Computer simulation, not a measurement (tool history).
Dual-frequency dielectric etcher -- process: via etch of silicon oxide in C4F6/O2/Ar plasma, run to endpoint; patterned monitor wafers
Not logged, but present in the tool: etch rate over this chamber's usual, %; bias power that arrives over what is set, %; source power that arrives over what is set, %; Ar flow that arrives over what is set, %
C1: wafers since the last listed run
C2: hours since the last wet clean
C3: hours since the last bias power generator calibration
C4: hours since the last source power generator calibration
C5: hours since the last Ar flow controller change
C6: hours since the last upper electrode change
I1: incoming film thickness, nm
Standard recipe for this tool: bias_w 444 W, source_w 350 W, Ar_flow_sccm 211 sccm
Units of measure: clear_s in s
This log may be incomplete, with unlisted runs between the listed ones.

{"run": 1, "hour": 0.0, "bias_w": 444, "source_w": 350, "Ar_flow_sccm": 211, "C1": 0, "C2": 94.8, "C3": 1704.4, "C4": 1985.9, "C5": 1829.3, "C6": 2464.5, "I1": 75.1, "clear_s": 18.6}
{"run": 2, "hour": 88.9, "bias_w": 444, "source_w": 350, "Ar_flow_sccm": 211, "C1": 1407, "C2": 183.7, "C3": 1793.3, "C4": 2074.8, "C5": 1918.2, "C6": 2553.4, "I1": 75.6, "clear_s": 18.8}
{"run": 3, "hour": 179.3, "bias_w": 444, "source_w": 350, "Ar_flow_sccm": 211, "C1": 1430, "C2": 274.1, "C3": 1883.7, "C4": 2165.2, "C5": 2008.6, "C6": 2643.8, "I1": 75.3, "clear_s": 18.8}
{"run": 4, "hour": 270.8, "bias_w": 444, "source_w": 350, "Ar_flow_sccm": 211, "C1": 1448, "C2": 365.6, "C3": 1975.2, "C4": 2256.7, "C5": 2100.1, "C6": 2735.3, "I1": 75.4, "clear_s": 18.9}
{"run": 5, "hour": 351.8, "bias_w": 444, "source_w": 350, "Ar_flow_sccm": 211, "C1": 1282, "C2": 446.6, "C3": 2056.2, "C4": 2337.7, "C5": 2181.1, "C6": 2816.3, "I1": 75.1, "clear_s": 18.9}
{"run": 6, "hour": 414.0, "bias_w": 444, "source_w": 350, "Ar_flow_sccm": 211, "C1": 984, "C2": 508.8, "C3": 2118.4, "C4": 2399.9, "C5": 2243.3, "C6": 2878.5, "I1": 75.6, "clear_s": 19.2}
{"run": 7, "hour": 477.7, "bias_w": 444, "source_w": 350, "Ar_flow_sccm": 211, "C1": 1008, "C2": 572.5, "C3": 2182.1, "C4": 2463.6, "C5": 2307, "C6": 2942.2, "I1": 74.9, "clear_s": 19.1}
{"run": 8, "hour": 521.2, "bias_w": 444, "source_w": 350, "Ar_flow_sccm": 211, "C1": 688, "C2": 616, "C3": 2225.6, "C4": 2507.1, "C5": 2350.5, "C6": 2985.7, "I1": 75.4, "clear_s": 19.3}
{"hour": 543.1, "done": "source power generator calibrated"}
{"hour": 567.2, "done": "wet clean of the chamber"}
{"run": 9, "hour": 616.8, "bias_w": 444, "source_w": 350, "Ar_flow_sccm": 211, "C1": 1070, "C2": 49.6, "C3": 2321.2, "C4": 73.7, "C5": 2446.1, "C6": 3081.3, "I1": 75.6, "clear_s": 18.6}
{"hour": 638.6, "done": "Ar flow controller replaced"}
{"run": 10, "hour": 680.6, "bias_w": 489, "source_w": 390, "Ar_flow_sccm": 211, "C1": 914, "C2": 113.4, "C3": 2385, "C4": 137.5, "C5": 42, "C6": 3145.1, "I1": 74.7, "clear_s": 16.7}
{"hour": 749.7, "done": "upper electrode replaced"}
{"hour": 764.1, "done": "bias power generator calibrated"}
{"run": 11, "hour": 772.0, "bias_w": 552, "source_w": 350, "Ar_flow_sccm": 229, "C1": 1003, "C2": 204.8, "C3": 7.9, "C4": 228.9, "C5": 133.4, "C6": 22.3, "I1": 75.4, "clear_s": 16.3}
{"run": 12, "hour": 819.7, "bias_w": 511, "source_w": 290, "Ar_flow_sccm": 232, "C1": 755, "C2": 252.5, "C3": 55.6, "C4": 276.6, "C5": 181.1, "C6": 70, "I1": 75.6, "clear_s": 18.4}
{"run": 13, "hour": 875.0, "bias_w": 444, "source_w": 350, "Ar_flow_sccm": 232, "C1": 875, "C2": 307.8, "C3": 110.9, "C4": 331.9, "C5": 236.4, "C6": 125.3, "I1": 76.1, "clear_s": 18.7}
{"run": 14, "hour": 963.6, "bias_w": 411, "source_w": 410, "Ar_flow_sccm": 226, "C1": 1402, "C2": 396.4, "C3": 199.5, "C4": 420.5, "C5": 325, "C6": 213.9, "I1": 74.7, "clear_s": 18.2}

Below are 5 alternative next runs, each starting from the tool's condition after run 14. Predict each:
{"run": "A", "hour": 964.0, "bias_w": 405, "source_w": 350, "Ar_flow_sccm": 211, "C1": 6, "C2": 396.8, "C3": 199.9, "C4": 420.9, "C5": 325.4, "C6": 214.3, "I1": 75.1, "clear_s": "?"}
{"run": "B", "hour": 964.0, "bias_w": 413, "source_w": 430, "Ar_flow_sccm": 256, "C1": 6, "C2": 396.8, "C3": 199.9, "C4": 420.9, "C5": 325.4, "C6": 214.3, "I1": 75.1, "clear_s": "?"}
{"run": "C", "hour": 964.0, "bias_w": 444, "source_w": 400, "Ar_flow_sccm": 211, "C1": 6, "C2": 396.8, "C3": 199.9, "C4": 420.9, "C5": 325.4, "C6": 214.3, "I1": 75.1, "clear_s": "?"}
{"run": "D", "hour": 964.0, "bias_w": 444, "source_w": 430, "Ar_flow_sccm": 252, "C1": 6, "C2": 396.8, "C3": 199.9, "C4": 420.9, "C5": 325.4, "C6": 214.3, "I1": 75.1, "clear_s": "?"}
{"run": "E", "hour": 964.0, "bias_w": 501, "source_w": 260, "Ar_flow_sccm": 211, "C1": 6, "C2": 396.8, "C3": 199.9, "C4": 420.9, "C5": 325.4, "C6": 214.3, "I1": 75.1, "clear_s": "?"}

run=A clear_s=19.4
run=B clear_s=18.2
run=C clear_s=17.4
run=D clear_s=17.4
run=E clear_s=19.3
Take away the tool's hidden state, keep each run's random variation, and the runs would have read:
run=A clear_s=19
run=B clear_s=17.8
run=C clear_s=17
run=D clear_s=17
run=E clear_s=18.8
